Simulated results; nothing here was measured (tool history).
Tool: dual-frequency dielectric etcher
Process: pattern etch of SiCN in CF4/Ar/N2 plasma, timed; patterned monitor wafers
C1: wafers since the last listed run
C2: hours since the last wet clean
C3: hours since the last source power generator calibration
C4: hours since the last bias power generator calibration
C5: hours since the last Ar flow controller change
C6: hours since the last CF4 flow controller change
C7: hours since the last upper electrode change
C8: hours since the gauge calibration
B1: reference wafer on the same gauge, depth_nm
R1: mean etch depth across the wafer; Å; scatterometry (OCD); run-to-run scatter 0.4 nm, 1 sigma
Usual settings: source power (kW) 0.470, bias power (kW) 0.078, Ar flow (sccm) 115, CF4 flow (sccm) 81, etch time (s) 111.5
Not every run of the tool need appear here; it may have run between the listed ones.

{"run": 1, "day": 0.0, "source power (kW)": 0.47, "bias power (kW)": 0.078, "Ar flow (sccm)": 135, "CF4 flow (sccm)": 81, "etch time (s)": 111.5, "C1": 0, "C2": 214.4, "C3": 2682.2, "C4": 3485.3, "C5": 1888.6, "C6": 5009.1, "C7": 3023.5, "C8": 392.3, "B1": 103.6, "R1": 938}
{"run": 2, "day": 4.283, "source power (kW)": 0.47, "bias power (kW)": 0.078, "Ar flow (sccm)": 135, "CF4 flow (sccm)": 81, "etch time (s)": 111.5, "C1": 1027, "C2": 317.2, "C3": 2785.0, "C4": 3588.1, "C5": 1991.4, "C6": 5111.9, "C7": 3126.3, "C8": 495.1, "B1": 103.4, "R1": 936}
{"run": 3, "day": 8.358, "source power (kW)": 0.52, "bias power (kW)": 0.078, "Ar flow (sccm)": 115, "CF4 flow (sccm)": 81, "etch time (s)": 111.5, "C1": 977, "C2": 415.0, "C3": 2882.8, "C4": 3685.9, "C5": 2089.2, "C6": 5209.7, "C7": 3224.1, "C8": 592.9, "B1": 103.2, "R1": 1033}
{"day": 13.438, "done": "wet clean of the chamber"}
{"run": 4, "day": 13.458, "source power (kW)": 0.52, "bias power (kW)": 0.078, "Ar flow (sccm)": 115, "CF4 flow (sccm)": 81, "etch time (s)": 111.5, "C1": 983, "C2": 0.5, "C3": 3005.2, "C4": 3808.3, "C5": 2211.6, "C6": 5332.1, "C7": 3346.5, "C8": 715.3, "B1": 102.8, "R1": 1032}
{"run": 5, "day": 16.579, "source power (kW)": 0.47, "bias power (kW)": 0.078, "Ar flow (sccm)": 127, "CF4 flow (sccm)": 81, "etch time (s)": 85.0, "C1": 748, "C2": 75.4, "C3": 3080.1, "C4": 3883.2, "C5": 2286.5, "C6": 5407.0, "C7": 3421.4, "C8": 790.2, "B1": 102.9, "R1": 717}
{"day": 18.617, "done": "CF4 flow controller replaced"}
{"run": 6, "day": 20.046, "source power (kW)": 0.47, "bias power (kW)": 0.078, "Ar flow (sccm)": 115, "CF4 flow (sccm)": 76, "etch time (s)": 111.5, "C1": 771, "C2": 158.6, "C3": 3163.3, "C4": 3966.4, "C5": 2369.7, "C6": 34.3, "C7": 3504.6, "C8": 873.4, "B1": 102.7, "R1": 932}
{"run": 7, "day": 23.033, "source power (kW)": 0.47, "bias power (kW)": 0.078, "Ar flow (sccm)": 115, "CF4 flow (sccm)": 81, "etch time (s)": 111.5, "C1": 716, "C2": 230.3, "C3": 3235.0, "C4": 4038.1, "C5": 2441.4, "C6": 106.0, "C7": 3576.3, "C8": 945.1, "B1": 102.8, "R1": 952}
{"run": 8, "day": 25.783, "source power (kW)": 0.47, "bias power (kW)": 0.078, "Ar flow (sccm)": 115, "CF4 flow (sccm)": 88, "etch time (s)": 111.5, "C1": 659, "C2": 296.3, "C3": 3301.0, "C4": 4104.1, "C5": 2507.4, "C6": 172.0, "C7": 3642.3, "C8": 1011.1, "B1": 102.6, "R1": 964}
{"run": 9, "day": 28.833, "source power (kW)": 0.42, "bias power (kW)": 0.078, "Ar flow (sccm)": 88, "CF4 flow (sccm)": 81, "etch time (s)": 111.5, "C1": 731, "C2": 369.5, "C3": 3374.2, "C4": 4177.3, "C5": 2580.6, "C6": 245.2, "C7": 3715.5, "C8": 1084.3, "B1": 102.6, "R1": 913}
{"day": 29.554, "done": "source power generator calibrated"}
{"run": 10, "day": 32.775, "source power (kW)": 0.47, "bias power (kW)": 0.078, "Ar flow (sccm)": 115, "CF4 flow (sccm)": 81, "etch time (s)": 111.5, "C1": 905, "C2": 464.1, "C3": 77.3, "C4": 4271.9, "C5": 2675.2, "C6": 339.8, "C7": 3810.1, "C8": 1178.9, "B1": 102.6, "R1": 954}
{"day": 35.583, "done": "wet clean of the chamber"}
{"day": 36.275, "done": "gauge calibrated"}
{"run": 11, "day": 36.733, "source power (kW)": 0.38, "bias power (kW)": 0.078, "Ar flow (sccm)": 115, "CF4 flow (sccm)": 81, "etch time (s)": 111.5, "C1": 709, "C2": 27.6, "C3": 172.3, "C4": 4366.9, "C5": 2770.2, "C6": 434.8, "C7": 3905.1, "C8": 11.0, "B1": 106.1, "R1": 845}
{"day": 38.346, "done": "bias power generator calibrated"}
{"day": 38.575, "done": "Ar flow controller replaced"}
{"run": 12, "day": 39.892, "source power (kW)": 0.47, "bias power (kW)": 0.059, "Ar flow (sccm)": 115, "CF4 flow (sccm)": 81, "etch time (s)": 111.5, "C1": 661, "C2": 103.4, "C3": 248.1, "C4": 37.1, "C5": 31.6, "C6": 510.6, "C7": 3980.9, "C8": 86.8, "B1": 105.5, "R1": 873}
{"run": 13, "day": 44.329, "source power (kW)": 0.47, "bias power (kW)": 0.078, "Ar flow (sccm)": 115, "CF4 flow (sccm)": 81, "etch time (s)": 111.5, "C1": 1063, "C2": 209.9, "C3": 354.6, "C4": 143.6, "C5": 138.1, "C6": 617.1, "C7": 4087.4, "C8": 193.3, "B1": 104.9, "R1": 975}
{"run": 14, "day": 46.475, "source power (kW)": 0.35, "bias power (kW)": 0.094, "Ar flow (sccm)": 115, "CF4 flow (sccm)": 89, "etch time (s)": 111.5, "C1": 514, "C2": 261.4, "C3": 406.1, "C4": 195.1, "C5": 189.6, "C6": 668.6, "C7": 4138.9, "C8": 244.8, "B1": 104.7, "R1": 874}
{"day": 48.379, "done": "upper electrode replaced"}
{"run": 15, "day": 50.325, "source power (kW)": 0.47, "bias power (kW)": 0.078, "Ar flow (sccm)": 115, "CF4 flow (sccm)": 81, "etch time (s)": 111.5, "C1": 683, "C2": 353.8, "C3": 498.5, "C4": 287.5, "C5": 282.0, "C6": 761.0, "C7": 46.7, "C8": 337.2, "B1": 104.3, "R1": 975}
{"run": 16, "day": 53.725, "source power (kW)": 0.47, "bias power (kW)": 0.078, "Ar flow (sccm)": 115, "CF4 flow (sccm)": 81, "etch time (s)": 111.5, "C1": 815, "C2": 435.4, "C3": 580.1, "C4": 369.1, "C5": 363.6, "C6": 842.6, "C7": 128.3, "C8": 418.8, "B1": 104.1, "R1": 958}
{"day": 56.529, "done": "wet clean of the chamber"}
{"run": 17, "day": 63.471, "source power (kW)": 0.39, "bias power (kW)": 0.063, "Ar flow (sccm)": 115, "CF4 flow (sccm)": 81, "etch time (s)": 111.5, "C1": 2097, "C2": 166.6, "C3": 814.0, "C4": 603.0, "C5": 597.5, "C6": 1076.5, "C7": 362.2, "C8": 652.7, "B1": 103.5, "R1": 772}
{"run": 18, "day": 65.908, "source power (kW)": 0.54, "bias power (kW)": 0.071, "Ar flow (sccm)": 131, "CF4 flow (sccm)": 70, "etch time (s)": 111.5, "C1": 584, "C2": 225.1, "C3": 872.5, "C4": 661.5, "C5": 656.0, "C6": 1135.0, "C7": 420.7, "C8": 711.2, "B1": 103.4, "R1": 959}
{"run": 19, "day": 69.383, "source power (kW)": 0.47, "bias power (kW)": 0.091, "Ar flow (sccm)": 89, "CF4 flow (sccm)": 68, "etch time (s)": 132.5, "C1": 833, "C2": 308.5, "C3": 955.9, "C4": 744.9, "C5": 739.4, "C6": 1218.4, "C7": 504.1, "C8": 794.6, "B1": 103.4, "R1": 1209}
{"run": 20, "day": 71.308, "source power (kW)": 0.39, "bias power (kW)": 0.078, "Ar flow (sccm)": 115, "CF4 flow (sccm)": 81, "etch time (s)": 111.5, "C1": 461, "C2": 354.7, "C3": 1002.1, "C4": 791.1, "C5": 785.6, "C6": 1264.6, "C7": 550.3, "C8": 840.8, "B1": 103.4, "R1": 848}

Consider 5 possible next runs. They are alternatives, not a sequence: every one starts from the tool as it was left by run 20. What does each give?
{"run": "A", "day": 71.325, "source power (kW)": 0.56, "bias power (kW)": 0.078, "Ar flow (sccm)": 115, "CF4 flow (sccm)": 81, "etch time (s)": 111.5, "C1": 3, "C2": 355.1, "C3": 1002.5, "C4": 791.5, "C5": 786.0, "C6": 1265.0, "C7": 550.7, "C8": 841.2, "B1": "?", "R1": "?"}
{"run": "B", "day": 71.325, "source power (kW)": 0.47, "bias power (kW)": 0.072, "Ar flow (sccm)": 115, "CF4 flow (sccm)": 76, "etch time (s)": 111.5, "C1": 3, "C2": 355.1, "C3": 1002.5, "C4": 791.5, "C5": 786.0, "C6": 1265.0, "C7": 550.7, "C8": 841.2, "B1": "?", "R1": "?"}
{"run": "C", "day": 71.325, "source power (kW)": 0.4, "bias power (kW)": 0.078, "Ar flow (sccm)": 115, "CF4 flow (sccm)": 81, "etch time (s)": 111.5, "C1": 3, "C2": 355.1, "C3": 1002.5, "C4": 791.5, "C5": 786.0, "C6": 1265.0, "C7": 550.7, "C8": 841.2, "B1": "?", "R1": "?"}
{"run": "D", "day": 71.325, "source power (kW)": 0.47, "bias power (kW)": 0.085, "Ar flow (sccm)": 106, "CF4 flow (sccm)": 93, "etch time (s)": 98.5, "C1": 3, "C2": 355.1, "C3": 1002.5, "C4": 791.5, "C5": 786.0, "C6": 1265.0, "C7": 550.7, "C8": 841.2, "B1": "?", "R1": "?"}
{"run": "E", "day": 71.325, "source power (kW)": 0.53, "bias power (kW)": 0.095, "Ar flow (sccm)": 123, "CF4 flow (sccm)": 94, "etch time (s)": 111.5, "C1": 3, "C2": 355.1, "C3": 1002.5, "C4": 791.5, "C5": 786.0, "C6": 1265.0, "C7": 550.7, "C8": 841.2, "B1": "?", "R1": "?"}

run=A B1=103.3 R1=1090
run=B B1=103.3 R1=914
run=C B1=103.3 R1=857
run=D B1=103.3 R1=914
run=E B1=103.3 R1=1160
Take away the tool's hidden state, keep each run's random variation, and the runs would have read:
run=A R1=1117
run=B R1=937
run=C R1=878
run=D R1=937
run=E R1=1189

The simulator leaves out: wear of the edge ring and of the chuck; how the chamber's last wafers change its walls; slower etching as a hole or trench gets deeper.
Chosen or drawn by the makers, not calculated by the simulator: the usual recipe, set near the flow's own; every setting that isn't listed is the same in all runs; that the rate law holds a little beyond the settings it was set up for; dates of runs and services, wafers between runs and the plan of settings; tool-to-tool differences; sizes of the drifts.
